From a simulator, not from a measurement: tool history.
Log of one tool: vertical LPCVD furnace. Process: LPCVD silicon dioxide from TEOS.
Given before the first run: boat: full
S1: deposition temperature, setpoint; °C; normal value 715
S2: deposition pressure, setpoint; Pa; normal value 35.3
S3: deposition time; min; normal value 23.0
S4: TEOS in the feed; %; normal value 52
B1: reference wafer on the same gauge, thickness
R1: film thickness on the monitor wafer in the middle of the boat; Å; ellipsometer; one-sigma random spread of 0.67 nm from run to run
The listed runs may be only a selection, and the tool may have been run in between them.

| run | hour | S1 | S2 | S3 | S4 | B1 | R1 |
|---|---|---|---|---|---|---|---|
| 1 | 0.0 | 715 | 35.3 | 19.0 | 48 | 192.92 | 1471.2 |
|  | 24.4 | gauge calibrated |
| 2 | 39.9 | 715 | 35.3 | 23.0 | 52 | 192.93 | 1840.4 |
| 3 | 73.8 | 715 | 35.3 | 23.0 | 52 | 192.98 | 1865.7 |
| 4 | 111.3 | 715 | 30.7 | 23.0 | 52 | 193.24 | 1726.7 |
| 5 | 141.1 | 715 | 30.7 | 23.0 | 52 | 193.06 | 1737.6 |
| 6 | 194.0 | 708 | 35.3 | 23.0 | 52 | 193.08 | 1579.5 |
| 7 | 233.7 | 715 | 35.3 | 23.0 | 60 | 192.89 | 1993.8 |
| 8 | 259.8 | 715 | 35.3 | 23.0 | 60 | 193.13 | 1992.5 |
| 9 | 284.8 | 719 | 35.3 | 23.0 | 48 | 193.05 | 1951.3 |
| 10 | 311.0 | 726 | 32.7 | 23.0 | 52 | 192.82 | 2284.0 |
|  | 362.5 | thermocouples replaced and temperature profile calibrated |
| 11 | 378.4 | 715 | 35.3 | 31.0 | 52 | 192.95 | 2499.3 |
| 12 | 413.6 | 715 | 30.7 | 23.0 | 52 | 193.01 | 1730.5 |
| 13 | 438.4 | 715 | 39.3 | 14.5 | 52 | 193.03 | 1239.4 |
|  | 463.6 | gauge calibrated |
|  | 468.4 | pressure gauge zeroed |
|  | 570.5 | TEOS flow controller replaced |
| 14 | 633.1 | 719 | 35.3 | 23.0 | 48 | 193.00 | 1947.2 |
| 15 | 681.1 | 715 | 35.3 | 15.5 | 52 | 193.02 | 1248.6 |
| 16 | 716.7 | 715 | 35.3 | 23.0 | 52 | 193.09 | 1853.4 |

5 options for the next run, each taken on its own from the tool as it stands now. Forecast them:
| A | 720.8 | 715 | 35.3 | 23.0 | 52 | ? | ? |
| B | 720.8 | 712 | 30.0 | 23.0 | 52 | ? | ? |
| C | 720.8 | 705 | 32.7 | 23.0 | 52 | ? | ? |
| D | 720.8 | 726 | 35.3 | 26.5 | 52 | ? | ? |
| E | 720.8 | 709 | 35.3 | 23.0 | 61 | ? | ? |

| run | B1 | R1 |
|---|---|---|
| A | 193.27 | 1848.7 |
| B | 193.27 | 1591.7 |
| C | 193.27 | 1415.4 |
| D | 193.27 | 2722.2 |
| E | 193.27 | 1747.5 |
Take away the tool's hidden state, keep each run's random variation, and the runs would have read:
| run | R1 |
|---|---|
| A | 1848.7 |
| B | 1591.7 |
| C | 1415.4 |
| D | 2722.2 |
| E | 1747.5 |
